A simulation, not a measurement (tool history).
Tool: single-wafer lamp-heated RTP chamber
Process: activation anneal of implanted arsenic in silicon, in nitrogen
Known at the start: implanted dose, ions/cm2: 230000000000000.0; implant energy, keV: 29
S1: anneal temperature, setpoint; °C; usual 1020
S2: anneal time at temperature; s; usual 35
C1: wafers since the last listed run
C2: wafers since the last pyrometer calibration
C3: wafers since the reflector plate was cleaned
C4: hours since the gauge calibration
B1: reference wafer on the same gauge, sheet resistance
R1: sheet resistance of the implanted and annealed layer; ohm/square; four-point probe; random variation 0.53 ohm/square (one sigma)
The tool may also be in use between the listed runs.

{"run": 1, "hour": 0.0, "S1": 1020, "S2": 46, "C1": 0, "C2": 8961, "C3": 8961, "C4": 1306.2, "B1": 323.93, "R1": 350.18}
{"hour": 52.3, "done": "pyrometer window cleaned and pyrometer calibrated"}
{"run": 2, "hour": 76.7, "S1": 1020, "S2": 35, "C1": 881, "C2": 313, "C3": 9843, "C4": 1382.9, "B1": 323.88, "R1": 352.45}
{"hour": 109.7, "done": "reflector plate cleaned"}
{"run": 3, "hour": 163.4, "S1": 1020, "S2": 35, "C1": 1010, "C2": 1323, "C3": 688, "C4": 1469.6, "B1": 324.04, "R1": 352.34}
{"run": 4, "hour": 214.0, "S1": 1042, "S2": 35, "C1": 649, "C2": 1972, "C3": 1338, "C4": 1520.2, "B1": 324.11, "R1": 348.79}
{"run": 5, "hour": 268.0, "S1": 1042, "S2": 35, "C1": 693, "C2": 2665, "C3": 2031, "C4": 1574.2, "B1": 324.03, "R1": 348.3}
{"run": 6, "hour": 364.8, "S1": 1042, "S2": 35, "C1": 1242, "C2": 3908, "C3": 3273, "C4": 1671, "B1": 323.92, "R1": 350.2}
{"run": 7, "hour": 644.9, "S1": 1020, "S2": 35, "C1": 3594, "C2": 7502, "C3": 6868, "C4": 1951.1, "B1": 324.07, "R1": 351.35}
{"run": 8, "hour": 709.6, "S1": 1020, "S2": 35, "C1": 830, "C2": 8333, "C3": 7698, "C4": 2015.8, "B1": 324, "R1": 351.98}
{"hour": 765.9, "done": "pyrometer window cleaned and pyrometer calibrated"}
{"run": 9, "hour": 808.5, "S1": 1020, "S2": 35, "C1": 1166, "C2": 546, "C3": 8865, "C4": 2114.7, "B1": 324.1, "R1": 351.4}
{"hour": 895.9, "done": "reflector plate cleaned"}
{"run": 10, "hour": 914.1, "S1": 1020, "S2": 25, "C1": 1252, "C2": 1799, "C3": 233, "C4": 2220.3, "B1": 324.01, "R1": 353.61}
{"run": 11, "hour": 968.2, "S1": 1020, "S2": 35, "C1": 694, "C2": 2493, "C3": 927, "C4": 2274.4, "B1": 324.16, "R1": 352.38}
{"run": 12, "hour": 1043.7, "S1": 1037, "S2": 35, "C1": 968, "C2": 3462, "C3": 1896, "C4": 2349.9, "B1": 324.12, "R1": 349.1}
{"run": 13, "hour": 1146.3, "S1": 1037, "S2": 35, "C1": 1316, "C2": 4779, "C3": 3213, "C4": 2452.5, "B1": 324.03, "R1": 350.49}
{"run": 14, "hour": 1197.8, "S1": 1020, "S2": 35, "C1": 660, "C2": 5440, "C3": 3874, "C4": 2504, "B1": 324.06, "R1": 351.86}
{"run": 15, "hour": 1279.4, "S1": 1020, "S2": 35, "C1": 1047, "C2": 6487, "C3": 4921, "C4": 2585.6, "B1": 323.85, "R1": 351.96}
{"run": 16, "hour": 1352.3, "S1": 1020, "S2": 35, "C1": 935, "C2": 7423, "C3": 5857, "C4": 2658.5, "B1": 323.93, "R1": 351.01}
{"run": 17, "hour": 1440.8, "S1": 998, "S2": 51, "C1": 1135, "C2": 8558, "C3": 6992, "C4": 2747, "B1": 324.02, "R1": 351.98}
{"hour": 1503.0, "done": "pyrometer window cleaned and pyrometer calibrated"}
{"run": 18, "hour": 1506.9, "S1": 992, "S2": 42, "C1": 745, "C2": 49, "C3": 7738, "C4": 2813.1, "B1": 324.19, "R1": 353.61}
{"run": 19, "hour": 1574.8, "S1": 1020, "S2": 35, "C1": 871, "C2": 921, "C3": 8609, "C4": 2881, "B1": 324.13, "R1": 351.18}
{"hour": 1585.3, "done": "reflector plate cleaned"}
{"run": 20, "hour": 1858.8, "S1": 1009, "S2": 42, "C1": 3542, "C2": 4463, "C3": 3510, "C4": 3165, "B1": 323.93, "R1": 352.05}
{"run": 21, "hour": 1957.6, "S1": 1046, "S2": 42, "C1": 1267, "C2": 5731, "C3": 4778, "C4": 3263.8, "B1": 323.99, "R1": 347.09}
{"run": 22, "hour": 2005.0, "S1": 1020, "S2": 22, "C1": 608, "C2": 6339, "C3": 5386, "C4": 3311.2, "B1": 323.99, "R1": 353.11}
{"run": 23, "hour": 2072.9, "S1": 1020, "S2": 28, "C1": 871, "C2": 7211, "C3": 6257, "C4": 3379.1, "B1": 324, "R1": 352.31}
{"hour": 2127.7, "done": "gauge calibrated"}
{"hour": 2299.6, "done": "pyrometer window cleaned and pyrometer calibrated"}
{"hour": 2311.7, "done": "reflector plate cleaned"}
{"run": 24, "hour": 2348.1, "S1": 1034, "S2": 35, "C1": 3326, "C2": 520, "C3": 467, "C4": 220.4, "B1": 324.05, "R1": 349.92}
{"run": 25, "hour": 2451.4, "S1": 1011, "S2": 35, "C1": 1325, "C2": 1845, "C3": 1793, "C4": 323.7, "B1": 323.95, "R1": 352.47}
{"run": 26, "hour": 2516.2, "S1": 1047, "S2": 53, "C1": 831, "C2": 2677, "C3": 2624, "C4": 388.5, "B1": 323.94, "R1": 344.49}
{"run": 27, "hour": 2559.0, "S1": 1020, "S2": 55, "C1": 549, "C2": 3226, "C3": 3174, "C4": 431.3, "B1": 324.01, "R1": 349.56}
{"run": 28, "hour": 2611.5, "S1": 1020, "S2": 35, "C1": 673, "C2": 3900, "C3": 3847, "C4": 483.8, "B1": 324.11, "R1": 351.55}
{"run": 29, "hour": 2800.9, "S1": 1031, "S2": 45, "C1": 2430, "C2": 6331, "C3": 6278, "C4": 673.2, "B1": 324.04, "R1": 349.63}
{"hour": 2948.3, "done": "reflector plate cleaned"}
{"hour": 2959.7, "done": "pyrometer window cleaned and pyrometer calibrated"}
{"run": 30, "hour": 3035.4, "S1": 1047, "S2": 53, "C1": 2804, "C2": 971, "C3": 1015, "C4": 907.7, "B1": 323.94, "R1": 345.59}
{"run": 31, "hour": 3098.5, "S1": 994, "S2": 25, "C1": 809, "C2": 1781, "C3": 1825, "C4": 970.8, "B1": 324.14, "R1": 355.65}
{"run": 32, "hour": 3193.8, "S1": 1041, "S2": 43, "C1": 1223, "C2": 3004, "C3": 3048, "C4": 1066.1, "B1": 323.98, "R1": 348.42}
{"run": 33, "hour": 3287.1, "S1": 997, "S2": 55, "C1": 1197, "C2": 4202, "C3": 4245, "C4": 1159.4, "B1": 324.03, "R1": 352.8}
{"run": 34, "hour": 3347.4, "S1": 1034, "S2": 47, "C1": 773, "C2": 4975, "C3": 5019, "C4": 1219.7, "B1": 323.9, "R1": 347.77}
{"run": 35, "hour": 3449.2, "S1": 1020, "S2": 35, "C1": 1306, "C2": 6282, "C3": 6326, "C4": 1321.5, "B1": 323.94, "R1": 351.34}

How the hidden state differs across the entries between the runs, from the last listed run before each to the first after it:
Between runs 1 and 2: pyrometer window cleaned and pyrometer calibrated (hour 52.3)
  no hidden state differs between the two runs
Between runs 2 and 3: reflector plate cleaned (hour 109.7)
  no hidden state differs between the two runs
Between runs 8 and 9: pyrometer window cleaned and pyrometer calibrated (hour 765.9)
  no hidden state differs between the two runs
Between runs 9 and 10: reflector plate cleaned (hour 895.9)
  no hidden state differs between the two runs
Between runs 17 and 18: pyrometer window cleaned and pyrometer calibrated (hour 1503)
  no hidden state differs between the two runs
Between runs 19 and 20: reflector plate cleaned (hour 1585.3)
  no hidden state differs between the two runs
Between runs 23 and 24: gauge calibrated (hour 2127.7); pyrometer window cleaned and pyrometer calibrated (hour 2299.6); reflector plate cleaned (hour 2311.7)
  no hidden state differs between the two runs
Between runs 29 and 30: reflector plate cleaned (hour 2948.3); pyrometer window cleaned and pyrometer calibrated (hour 2959.7)
  no hidden state differs between the two runs

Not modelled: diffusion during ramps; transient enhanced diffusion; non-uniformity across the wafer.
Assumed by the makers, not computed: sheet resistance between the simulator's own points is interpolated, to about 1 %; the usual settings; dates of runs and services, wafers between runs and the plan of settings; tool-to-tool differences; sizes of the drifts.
